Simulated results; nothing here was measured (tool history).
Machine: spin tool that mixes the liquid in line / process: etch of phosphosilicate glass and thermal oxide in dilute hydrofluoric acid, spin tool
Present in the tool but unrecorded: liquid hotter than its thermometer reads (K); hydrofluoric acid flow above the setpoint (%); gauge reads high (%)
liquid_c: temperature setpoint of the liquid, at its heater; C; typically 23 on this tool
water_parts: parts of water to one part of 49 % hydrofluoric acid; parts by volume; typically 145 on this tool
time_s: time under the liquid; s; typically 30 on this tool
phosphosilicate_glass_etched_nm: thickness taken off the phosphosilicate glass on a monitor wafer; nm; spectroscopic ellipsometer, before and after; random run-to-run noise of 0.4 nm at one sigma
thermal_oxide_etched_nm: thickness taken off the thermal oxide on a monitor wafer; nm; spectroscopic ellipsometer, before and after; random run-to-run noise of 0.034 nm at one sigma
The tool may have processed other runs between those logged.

| run | day | liquid_c | water_parts | time_s | wafers since the last listed run | hours since the thermometer was replaced | hours since the hydrofluoric acid flow meter was replaced | hours since the gauge calibration | read-back film thickness of the phosphosilicate glass reference wafer, read on the same gauge (nm) | read-back film thickness of the thermal oxide reference wafer, read on the same gauge (nm) | phosphosilicate_glass_etched_nm | thermal_oxide_etched_nm |
|---|---|---|---|---|---|---|---|---|---|---|---|---|
| 1 | 0 | 23 | 160 | 20 | 0 | 683.9 | 790.8 | 36.8 | 39.97 | 110 | 25.95 | 0.56 |
| 2 | 1.979 | 23 | 160 | 20 | 651 | 731.4 | 838.3 | 84.3 | 39.99 | 110.004 | 25.75 | 0.603 |
| 3 | 3.479 | 23 | 145 | 30 | 494 | 767.4 | 874.3 | 120.3 | 40.04 | 109.998 | 43.66 | 0.962 |
| 4 | 5.808 | 23 | 145 | 30 | 767 | 823.3 | 930.2 | 176.2 | 40.01 | 110.023 | 43.42 | 1.037 |
| 5 | 8.175 | 23 | 145 | 30 | 779 | 880.1 | 987 | 233 | 40 | 109.995 | 43.71 | 0.972 |
| 6 | 10.467 | 23 | 120 | 15 | 754 | 935.1 | 1042 | 288 | 40.03 | 109.998 | 27.73 | 0.606 |
| 7 | 12.738 | 23 | 120 | 15 | 748 | 989.6 | 1096.5 | 342.5 | 40.02 | 110.013 | 27.63 | 0.643 |
| 8 | 15.729 | 23 | 145 | 30 | 985 | 1061.4 | 1168.3 | 414.3 | 40 | 109.994 | 45.74 | 1.021 |
| 9 | 16.908 | 23 | 145 | 30 | 388 | 1089.7 | 1196.6 | 442.6 | 39.94 | 110 | 44.58 | 1.023 |
| 10 | 18.9 | 23 | 145 | 30 | 656 | 1137.5 | 1244.4 | 490.4 | 40 | 110.013 | 44.44 | 0.98 |
| 11 | 20.65 | 23 | 170 | 30 | 576 | 1179.5 | 1286.4 | 532.4 | 40 | 110.001 | 36.97 | 0.847 |
| 12 | 22.225 | 19 | 190 | 35 | 518 | 1217.3 | 1324.2 | 570.2 | 39.97 | 110.002 | 32.92 | 0.763 |
|  | 23.158 | gauge calibrated |
| 13 | 24.196 | 21 | 145 | 15 | 649 | 1264.6 | 1371.5 | 24.9 | 40.01 | 110.008 | 21.12 | 0.467 |
| 14 | 26.696 | 23 | 115 | 20 | 823 | 1324.6 | 1431.5 | 84.9 | 39.99 | 109.993 | 39.42 | 0.855 |
| 15 | 28.062 | 26 | 145 | 40 | 450 | 1357.4 | 1464.3 | 117.7 | 39.93 | 110.013 | 68.23 | 1.502 |
|  | 29.258 | hydrofluoric acid flow meter replaced |
| 16 | 30.892 | 23 | 145 | 30 | 918 | 1425.3 | 39.2 | 185.6 | 39.98 | 110.005 | 41.1 | 0.922 |

For run 17, what comes out?
|  | 34.708 | thermometer replaced |
| 17 | 36.067 | 23 | 145 | 40 | 1691 | 32.6 | 163.4 | 309.8 | ? | ? | ? | ? |

read-back film thickness of the phosphosilicate glass reference wafer, read on the same gauge (nm): 40.02
read-back film thickness of the thermal oxide reference wafer, read on the same gauge (nm): 110.012
phosphosilicate_glass_etched_nm: 55.16 nm
thermal_oxide_etched_nm: 1.216 nm
Were there no unlogged condition in the tool, this run, its random variation unchanged, would have produced phosphosilicate_glass_etched_nm 54.36 nm, thermal_oxide_etched_nm 1.198 nm.

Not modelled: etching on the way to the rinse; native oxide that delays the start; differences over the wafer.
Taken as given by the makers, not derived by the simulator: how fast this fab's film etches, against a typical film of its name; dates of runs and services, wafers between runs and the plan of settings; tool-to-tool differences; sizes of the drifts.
